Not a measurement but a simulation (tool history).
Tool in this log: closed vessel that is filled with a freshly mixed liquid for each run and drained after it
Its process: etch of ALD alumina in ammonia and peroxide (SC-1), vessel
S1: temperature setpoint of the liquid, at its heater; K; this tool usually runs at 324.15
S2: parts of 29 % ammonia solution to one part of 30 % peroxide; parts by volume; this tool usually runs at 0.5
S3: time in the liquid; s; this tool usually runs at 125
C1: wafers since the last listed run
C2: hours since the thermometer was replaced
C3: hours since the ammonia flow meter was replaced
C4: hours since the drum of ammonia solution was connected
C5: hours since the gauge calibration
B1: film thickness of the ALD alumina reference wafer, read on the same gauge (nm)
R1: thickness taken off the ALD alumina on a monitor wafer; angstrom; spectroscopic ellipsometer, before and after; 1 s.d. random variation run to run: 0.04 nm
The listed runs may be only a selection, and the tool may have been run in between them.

run	hour	S1	S2	S3	C1	C2	C3	C4	C5	B1	R1
1	0	324.15	0.5	125	0	855.7	926.6	202.4	222.3	69.98	86.7
2	57.1	324.15	0.5	125	6488	912.8	983.7	259.5	279.4	70.02	86.5
3	129.1	324.15	0.5	125	8181	984.8	1055.7	331.5	351.4	69.98	86.2
4	198.8	324.15	0.5	125	7920	1054.5	1125.4	401.2	421.1	70	86.3
5	290.5	324.15	0.5	125	10420	1146.2	1217.1	492.9	512.8	70.01	85.3
# hour 368.2: gauge calibrated
6	372.9	324.15	0.5	125	9363	1228.6	1299.5	575.3	4.7	70	86
7	420.4	324.15	0.5	125	5397	1276.1	1347	622.8	52.2	70.01	85.6
8	496.4	324.15	0.5	125	8636	1352.1	1423	698.8	128.2	70.01	85.1
# hour 520.7: thermometer replaced
9	575.9	314.15	0.35	125	8920	55.2	1502.5	778.3	207.7	69.96	49.1
# hour 577.2: ammonia flow meter replaced
10	652.4	319.15	0.5	125	8579	131.7	75.2	854.8	284.2	69.99	67.4
11	713.5	317.65	0.25	180	6942	192.8	136.3	915.9	345.3	69.93	83.2
12	756.5	319.65	0.6	125	4886	235.8	179.3	958.9	388.3	70.01	70.8
# hour 804.4: new drum of ammonia solution connected
13	856.9	333.65	0.75	155	11295	336.2	279.7	52.5	488.7	70.03	190
14	915.6	320.15	0.3	125	6670	394.9	338.4	111.2	547.4	69.94	67.4

For run 15, what comes out?
# hour 963.8: gauge calibrated
15	984.1	324.15	0.5	125	7783	463.4	406.9	179.7	20.3	?	?

B1: 70.01
R1: 88.6 angstrom
Minus the tool's unlogged condition, the same run would have read R1 90.3 angstrom.
